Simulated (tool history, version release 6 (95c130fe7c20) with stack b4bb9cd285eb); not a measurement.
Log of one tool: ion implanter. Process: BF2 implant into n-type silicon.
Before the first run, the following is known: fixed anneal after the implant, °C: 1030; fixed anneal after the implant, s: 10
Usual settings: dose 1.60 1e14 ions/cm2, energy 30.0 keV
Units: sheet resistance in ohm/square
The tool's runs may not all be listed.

run     day  dose  energy  wafers since the last listed run  hours since the last dose calibration  hours since the extraction supply was calibrated  hours since the gauge calibration  read-back reference wafer on the same gauge, sheet resistance  sheet resistance
  1   0.000  1.60    30.0                                 0                                  883.4                                            5413.6                             1119.7                                                         697.11            640.72
  2   1.129  1.92    30.0                               287                                  910.5                                            5440.7                             1146.8                                                         696.79            549.63
  3   3.692  1.92    30.0                               652                                  972.0                                            5502.2                             1208.3                                                         697.11            549.61
  4   5.629  1.60    30.0                               493                                 1018.5                                            5548.7                             1254.8                                                         696.64            638.84
  5   7.000  1.60    30.0                               348                                 1051.4                                            5581.6                             1287.7                                                         696.97            640.17
  6   9.371  1.60    30.0                               603                                 1108.3                                            5638.5                             1344.6                                                         697.46            639.01
  7  10.492  1.60    30.0                               285                                 1135.2                                            5665.4                             1371.5                                                         697.40            636.69
  8  11.683  1.60    30.0                               303                                 1163.8                                            5694.0                             1400.1                                                         697.15            640.68
  9  13.308  1.71    30.0                               413                                 1202.8                                            5733.0                             1439.1                                                         696.96            604.14
 10  14.633  1.71    30.0                               337                                 1234.6                                            5764.8                             1470.9                                                         696.72            604.21
 11  17.567  1.71    30.0                               746                                 1305.0                                            5835.2                             1541.3                                                         697.02            602.92
 12  19.954  1.60    30.0                               607                                 1362.3                                            5892.5                             1598.6                                                         697.20            640.08
 13  22.475  1.60    30.0                               641                                 1422.8                                            5953.0                             1659.1                                                         696.97            635.64
 14  25.104  1.60    30.0                               669                                 1485.9                                            6016.1                             1722.2                                                         696.88            638.26
     26.192  -- gauge calibrated
     27.067  -- extraction supply calibrated
 15  27.771  1.60    30.0                               594                                 1549.9                                              16.9                               37.9                                                         697.31            637.20
 16  29.771  1.60    30.0                               509                                 1597.9                                              64.9                               85.9                                                         697.19            639.47
 17  31.450  1.30    23.5                               427                                 1638.2                                             105.2                              126.2                                                         697.04            782.72
 18  33.450  1.97    35.5                               509                                 1686.2                                             153.2                              174.2                                                         697.38            530.37
 19  35.825  1.93    21.0                               604                                 1743.2                                             210.2                              231.2                                                         697.16            570.55
 20  38.071  1.27    39.0                               571                                 1797.1                                             264.1                              285.1                                                         696.98            742.67
 21  40.454  1.14    40.5                               606                                 1854.3                                             321.3                              342.3                                                         696.92            804.49
 22  42.308  1.60    21.5                               472                                 1898.8                                             365.8                              386.8                                                         696.77            667.30
 23  43.358  1.60    33.0                               267                                 1924.0                                             391.0                              412.0                                                         697.31            632.58
 24  44.483  1.60    30.0                               286                                 1951.0                                             418.0                              439.0                                                         697.07            638.38
 25  52.654  1.33    39.5                              2080                                 2147.1                                             614.1                              635.1                                                         696.87            716.69
 26  55.596  1.60    30.0                               748                                 2217.7                                             684.7                              705.7                                                         696.83            638.04
 27  56.600  1.81    30.0                               255                                 2241.8                                             708.8                              729.8                                                         697.28            577.44
     59.254  -- Faraday cup replaced and dose calibrated
 28  59.275  1.81    30.0                               596                                    0.5                                             773.0                              794.0                                                         696.99            575.26
 29  61.079  1.28    37.5                               459                                   43.8                                             816.3                              837.3                                                         697.05            742.15
 30  63.696  1.76    30.0                               666                                  106.6                                             879.1                              900.1                                                         697.02            592.22
 31  66.158  2.04    39.5                               626                                  165.7                                             938.2                              959.2                                                         696.88            507.22
 32  68.158  1.60    30.0                               509                                  213.7                                             986.2                             1007.2                                                         697.18            639.84
 33  75.946  1.14    40.5                              1982                                  400.6                                            1173.1                             1194.1                                                         697.11            806.12

What differs in the tool's unlogged condition from the final listed run ahead of each entry between runs to the first listed run following it?
Logged between run 14 and run 15: gauge calibrated (day 26.192); extraction supply calibrated (day 27.067)
  no difference in the tool's unlogged condition between these two runs
Logged between run 27 and run 28: Faraday cup replaced and dose calibrated (day 59.254)
  no difference in the tool's unlogged condition between these two runs
